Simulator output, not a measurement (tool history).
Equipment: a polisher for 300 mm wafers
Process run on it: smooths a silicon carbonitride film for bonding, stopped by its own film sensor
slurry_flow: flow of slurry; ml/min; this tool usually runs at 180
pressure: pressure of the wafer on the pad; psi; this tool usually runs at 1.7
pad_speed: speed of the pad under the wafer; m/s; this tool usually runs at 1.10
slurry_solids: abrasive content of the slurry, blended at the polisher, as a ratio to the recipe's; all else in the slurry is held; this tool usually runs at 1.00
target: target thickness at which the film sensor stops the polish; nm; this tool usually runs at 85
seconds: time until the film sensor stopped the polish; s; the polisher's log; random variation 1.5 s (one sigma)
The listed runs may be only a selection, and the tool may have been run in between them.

run     day  slurry_flow  pressure  pad_speed  slurry_solids  target  incoming thickness of the incoming film, nm  seconds
  1   0.000          180       1.7       1.10           1.00      85                                        100.2     96.0
      0.292  -- worn pad replaced by a new one
  2   2.204          180       1.7       1.10           1.00      85                                         99.8     94.0
      3.804  -- slurry blender recalibrated
  3   3.825          180       1.7       1.10           1.00      85                                         99.5     80.8
  4   5.283          180       1.7       1.10           1.00      85                                        100.0     85.9
  5   6.854          180       1.7       1.10           1.00      89                                        101.7     71.6
      8.692  -- worn pad replaced by a new one
  6   9.108          180       1.7       1.10           1.00      85                                         98.6     80.6
  7  10.121          180       1.7       1.10           1.00      85                                         98.3     79.1
  8  12.896          180       1.7       1.10           1.00      85                                         98.3     82.8
  9  15.867          180       1.7       1.10           1.00      85                                         99.2     89.5
     16.533  -- slurry nozzle cleaned
     17.700  -- worn pad replaced by a new one
     18.212  -- slurry blender recalibrated
 10  18.717          180       1.7       1.10           1.00      85                                         98.8     75.2
     18.967  -- head pressure recalibrated
 11  21.392          180       1.7       0.98           0.75      85                                         99.4    104.1
 12  23.579          230       1.9       1.42           1.00      87                                        100.0     57.8

Run 13 is up next; what results do you expect?
 13  25.288          180       1.4       1.10           1.00      85                                        101.0        ?

Run 13 gave seconds 106.5 s.
With no hidden state in the tool, this same run would have given seconds 98.7 s.

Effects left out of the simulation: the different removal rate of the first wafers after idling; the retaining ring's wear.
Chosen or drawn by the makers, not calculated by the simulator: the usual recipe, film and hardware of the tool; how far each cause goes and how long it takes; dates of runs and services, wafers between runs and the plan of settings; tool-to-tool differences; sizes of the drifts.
